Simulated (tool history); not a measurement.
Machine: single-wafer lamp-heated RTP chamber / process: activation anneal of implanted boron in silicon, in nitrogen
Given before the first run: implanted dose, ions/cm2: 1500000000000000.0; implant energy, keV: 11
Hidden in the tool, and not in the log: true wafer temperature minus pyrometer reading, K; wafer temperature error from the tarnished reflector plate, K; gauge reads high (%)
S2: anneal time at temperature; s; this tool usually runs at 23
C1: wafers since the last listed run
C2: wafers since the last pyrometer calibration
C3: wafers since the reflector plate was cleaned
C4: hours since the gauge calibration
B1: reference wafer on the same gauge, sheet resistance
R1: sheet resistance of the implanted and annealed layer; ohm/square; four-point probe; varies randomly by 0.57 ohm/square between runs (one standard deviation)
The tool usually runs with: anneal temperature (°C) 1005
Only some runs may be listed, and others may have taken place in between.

{"run": 1, "hour": 0.0, "anneal temperature (°C)": 1005, "S2": 23, "C1": 0, "C2": 6392, "C3": 7076, "C4": 333, "B1": 110.1, "R1": 101.55}
{"run": 2, "hour": 14.8, "anneal temperature (°C)": 1005, "S2": 23, "C1": 143, "C2": 6535, "C3": 7219, "C4": 347.8, "B1": 109.96, "R1": 101.9}
{"run": 3, "hour": 42.7, "anneal temperature (°C)": 1005, "S2": 23, "C1": 269, "C2": 6805, "C3": 7489, "C4": 375.7, "B1": 109.89, "R1": 101.85}
{"run": 4, "hour": 68.0, "anneal temperature (°C)": 1005, "S2": 16, "C1": 244, "C2": 7050, "C3": 7733, "C4": 401, "B1": 110.11, "R1": 103.72}
{"run": 5, "hour": 83.8, "anneal temperature (°C)": 1005, "S2": 16, "C1": 152, "C2": 7202, "C3": 7886, "C4": 416.8, "B1": 109.98, "R1": 102.95}
{"run": 6, "hour": 96.5, "anneal temperature (°C)": 1005, "S2": 23, "C1": 122, "C2": 7325, "C3": 8009, "C4": 429.5, "B1": 110.13, "R1": 101.01}
{"run": 7, "hour": 118.3, "anneal temperature (°C)": 1005, "S2": 23, "C1": 210, "C2": 7536, "C3": 8220, "C4": 451.3, "B1": 110.15, "R1": 100.13}
{"run": 8, "hour": 140.7, "anneal temperature (°C)": 1005, "S2": 23, "C1": 216, "C2": 7752, "C3": 8436, "C4": 473.7, "B1": 110.02, "R1": 101.8}
{"run": 9, "hour": 224.5, "anneal temperature (°C)": 1005, "S2": 23, "C1": 810, "C2": 8562, "C3": 9246, "C4": 557.5, "B1": 109.94, "R1": 101.11}
{"run": 10, "hour": 252.3, "anneal temperature (°C)": 1005, "S2": 23, "C1": 268, "C2": 8831, "C3": 9515, "C4": 585.3, "B1": 110.11, "R1": 101.05}
{"hour": 286.0, "done": "reflector plate cleaned"}
{"run": 11, "hour": 286.5, "anneal temperature (°C)": 1023, "S2": 13, "C1": 253, "C2": 9084, "C3": 4, "C4": 619.5, "B1": 109.9, "R1": 100.59}
{"run": 12, "hour": 309.4, "anneal temperature (°C)": 1023, "S2": 13, "C1": 221, "C2": 9306, "C3": 226, "C4": 642.4, "B1": 109.94, "R1": 101.22}
{"run": 13, "hour": 334.3, "anneal temperature (°C)": 1023, "S2": 13, "C1": 240, "C2": 9546, "C3": 466, "C4": 667.3, "B1": 110.06, "R1": 101.5}
{"run": 14, "hour": 356.6, "anneal temperature (°C)": 981, "S2": 28, "C1": 215, "C2": 9762, "C3": 682, "C4": 689.6, "B1": 109.74, "R1": 113.92}
{"hour": 370.6, "done": "gauge calibrated"}
{"hour": 389.9, "done": "pyrometer window cleaned and pyrometer calibrated"}
{"run": 15, "hour": 390.3, "anneal temperature (°C)": 1015, "S2": 18, "C1": 248, "C2": 4, "C3": 930, "C4": 19.7, "B1": 110.04, "R1": 100.77}
{"run": 16, "hour": 412.2, "anneal temperature (°C)": 1005, "S2": 23, "C1": 211, "C2": 215, "C3": 1142, "C4": 41.6, "B1": 109.95, "R1": 104.49}
{"run": 17, "hour": 432.7, "anneal temperature (°C)": 979, "S2": 30, "C1": 198, "C2": 414, "C3": 1340, "C4": 62.1, "B1": 110, "R1": 114.56}
{"run": 18, "hour": 451.6, "anneal temperature (°C)": 988, "S2": 33, "C1": 182, "C2": 596, "C3": 1523, "C4": 81, "B1": 110.14, "R1": 109.3}
{"run": 19, "hour": 487.3, "anneal temperature (°C)": 1005, "S2": 29, "C1": 345, "C2": 941, "C3": 1868, "C4": 116.7, "B1": 110, "R1": 103.09}
{"run": 20, "hour": 514.9, "anneal temperature (°C)": 1005, "S2": 23, "C1": 266, "C2": 1208, "C3": 2135, "C4": 144.3, "B1": 110.01, "R1": 103.39}
{"run": 21, "hour": 532.5, "anneal temperature (°C)": 1005, "S2": 23, "C1": 170, "C2": 1378, "C3": 2305, "C4": 161.9, "B1": 110.05, "R1": 103.31}
{"run": 22, "hour": 567.3, "anneal temperature (°C)": 1005, "S2": 29, "C1": 336, "C2": 1715, "C3": 2641, "C4": 196.7, "B1": 109.92, "R1": 101.42}
{"run": 23, "hour": 595.9, "anneal temperature (°C)": 996, "S2": 32, "C1": 276, "C2": 1991, "C3": 2918, "C4": 225.3, "B1": 110.05, "R1": 105.43}
{"run": 24, "hour": 614.8, "anneal temperature (°C)": 1032, "S2": 27, "C1": 182, "C2": 2174, "C3": 3100, "C4": 244.2, "B1": 109.81, "R1": 92.87}
{"run": 25, "hour": 643.1, "anneal temperature (°C)": 992, "S2": 18, "C1": 273, "C2": 2447, "C3": 3374, "C4": 272.5, "B1": 109.81, "R1": 109.52}
{"run": 26, "hour": 688.2, "anneal temperature (°C)": 1005, "S2": 27, "C1": 435, "C2": 2883, "C3": 3810, "C4": 317.6, "B1": 109.96, "R1": 101.11}

Pick out some run-to-run changes in R1. Of each, how much would a tool without hidden state show as well, from the settings, what came in and chance, and how much is left for the hidden state and any gauge scatter not in both results compared?
Run 10 -> 11: anneal temperature (°C) 1005 -> 1023, S2 23 -> 13, reflector plate cleaned. R1 -0.46 ohm/square: hidden state +3.19, all else -3.65.
Run 14 -> 15: anneal temperature (°C) 981 -> 1015, S2 28 -> 18, gauge calibrated, pyrometer window cleaned and pyrometer calibrated. R1 -13.15 ohm/square: hidden state +0.2, all else -13.35.
Run 24 -> 25: anneal temperature (°C) 1032 -> 992, S2 27 -> 18. R1 +16.65 ohm/square: hidden state -0.73, all else +17.38.
